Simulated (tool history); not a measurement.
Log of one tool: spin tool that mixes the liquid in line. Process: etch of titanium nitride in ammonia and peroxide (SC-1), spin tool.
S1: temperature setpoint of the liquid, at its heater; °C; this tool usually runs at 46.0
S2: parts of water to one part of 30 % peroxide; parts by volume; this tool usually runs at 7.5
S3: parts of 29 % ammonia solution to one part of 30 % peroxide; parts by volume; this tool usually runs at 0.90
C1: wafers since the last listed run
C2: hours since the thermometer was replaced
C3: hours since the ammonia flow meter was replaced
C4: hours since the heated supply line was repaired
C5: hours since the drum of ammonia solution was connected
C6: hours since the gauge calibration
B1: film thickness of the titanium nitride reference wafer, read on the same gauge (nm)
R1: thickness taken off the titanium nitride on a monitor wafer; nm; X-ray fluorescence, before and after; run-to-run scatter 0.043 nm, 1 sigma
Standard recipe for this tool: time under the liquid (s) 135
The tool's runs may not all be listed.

{"run": 1, "hour": 0.0, "S1": 46.0, "S2": 7.5, "S3": 0.9, "time under the liquid (s)": 135, "C1": 0, "C2": 792.5, "C3": 2150.2, "C4": 1583.2, "C5": 416.3, "C6": 371.4, "B1": 39.984, "R1": 3.958}
{"run": 2, "hour": 35.7, "S1": 46.0, "S2": 7.5, "S3": 0.9, "time under the liquid (s)": 135, "C1": 420, "C2": 828.2, "C3": 2185.9, "C4": 1618.9, "C5": 452.0, "C6": 407.1, "B1": 40.012, "R1": 3.937}
{"run": 3, "hour": 70.3, "S1": 46.0, "S2": 7.5, "S3": 0.9, "time under the liquid (s)": 135, "C1": 407, "C2": 862.8, "C3": 2220.5, "C4": 1653.5, "C5": 486.6, "C6": 441.7, "B1": 39.984, "R1": 3.931}
{"run": 4, "hour": 95.5, "S1": 46.0, "S2": 7.5, "S3": 0.9, "time under the liquid (s)": 135, "C1": 296, "C2": 888.0, "C3": 2245.7, "C4": 1678.7, "C5": 511.8, "C6": 466.9, "B1": 39.976, "R1": 3.862}
{"run": 5, "hour": 126.3, "S1": 46.0, "S2": 7.5, "S3": 0.9, "time under the liquid (s)": 135, "C1": 362, "C2": 918.8, "C3": 2276.5, "C4": 1709.5, "C5": 542.6, "C6": 497.7, "B1": 40.007, "R1": 3.891}
{"run": 6, "hour": 157.8, "S1": 39.5, "S2": 7.5, "S3": 0.9, "time under the liquid (s)": 135, "C1": 370, "C2": 950.3, "C3": 2308.0, "C4": 1741.0, "C5": 574.1, "C6": 529.2, "B1": 40.045, "R1": 2.354}
{"run": 7, "hour": 175.7, "S1": 46.0, "S2": 7.5, "S3": 0.9, "time under the liquid (s)": 135, "C1": 210, "C2": 968.2, "C3": 2325.9, "C4": 1758.9, "C5": 592.0, "C6": 547.1, "B1": 39.988, "R1": 3.889}
{"run": 8, "hour": 208.0, "S1": 46.0, "S2": 7.5, "S3": 0.9, "time under the liquid (s)": 135, "C1": 380, "C2": 1000.5, "C3": 2358.2, "C4": 1791.2, "C5": 624.3, "C6": 579.4, "B1": 40.014, "R1": 3.83}
{"hour": 231.9, "done": "new drum of ammonia solution connected"}
{"run": 9, "hour": 234.9, "S1": 46.0, "S2": 7.5, "S3": 0.9, "time under the liquid (s)": 135, "C1": 304, "C2": 1027.4, "C3": 2385.1, "C4": 1818.1, "C5": 3.0, "C6": 606.3, "B1": 39.96, "R1": 3.806}
{"run": 10, "hour": 259.0, "S1": 46.0, "S2": 7.5, "S3": 1.0, "time under the liquid (s)": 135, "C1": 283, "C2": 1051.5, "C3": 2409.2, "C4": 1842.2, "C5": 27.1, "C6": 630.4, "B1": 39.997, "R1": 3.801}
{"hour": 285.2, "done": "ammonia flow meter replaced"}
{"run": 11, "hour": 291.4, "S1": 46.0, "S2": 7.5, "S3": 1.0, "time under the liquid (s)": 135, "C1": 369, "C2": 1083.9, "C3": 6.2, "C4": 1874.6, "C5": 59.5, "C6": 662.8, "B1": 40.008, "R1": 3.803}
{"run": 12, "hour": 317.5, "S1": 53.5, "S2": 5.0, "S3": 1.15, "time under the liquid (s)": 185, "C1": 307, "C2": 1110.0, "C3": 32.3, "C4": 1900.7, "C5": 85.6, "C6": 688.9, "B1": 40.006, "R1": 10.854}
{"hour": 325.6, "done": "gauge calibrated"}
{"hour": 346.7, "done": "heated supply line repaired"}
{"run": 13, "hour": 351.1, "S1": 42.0, "S2": 7.5, "S3": 0.45, "time under the liquid (s)": 205, "C1": 383, "C2": 1143.6, "C3": 65.9, "C4": 4.4, "C5": 119.2, "C6": 25.5, "B1": 39.985, "R1": 3.863}
{"hour": 379.6, "done": "thermometer replaced"}
{"run": 14, "hour": 386.0, "S1": 53.0, "S2": 7.5, "S3": 1.2, "time under the liquid (s)": 135, "C1": 399, "C2": 6.4, "C3": 100.8, "C4": 39.3, "C5": 154.1, "C6": 60.4, "B1": 40.012, "R1": 7.426}
{"run": 15, "hour": 482.3, "S1": 53.0, "S2": 7.5, "S3": 1.2, "time under the liquid (s)": 135, "C1": 1133, "C2": 102.7, "C3": 197.1, "C4": 135.6, "C5": 250.4, "C6": 156.7, "B1": 40.022, "R1": 7.37}

Estimate the outcome of run 16 from the log above:
{"run": 16, "hour": 517.0, "S1": 43.5, "S2": 7.5, "S3": 0.9, "time under the liquid (s)": 135, "C1": 408, "C2": 137.4, "C3": 231.8, "C4": 170.3, "C5": 285.1, "C6": 191.4, "B1": "?", "R1": "?"}

B1: 39.972
R1: 3.630 nm
Take away the tool's hidden state, keep the run-to-run variation as it was, and the same run would have given R1 3.761 nm.
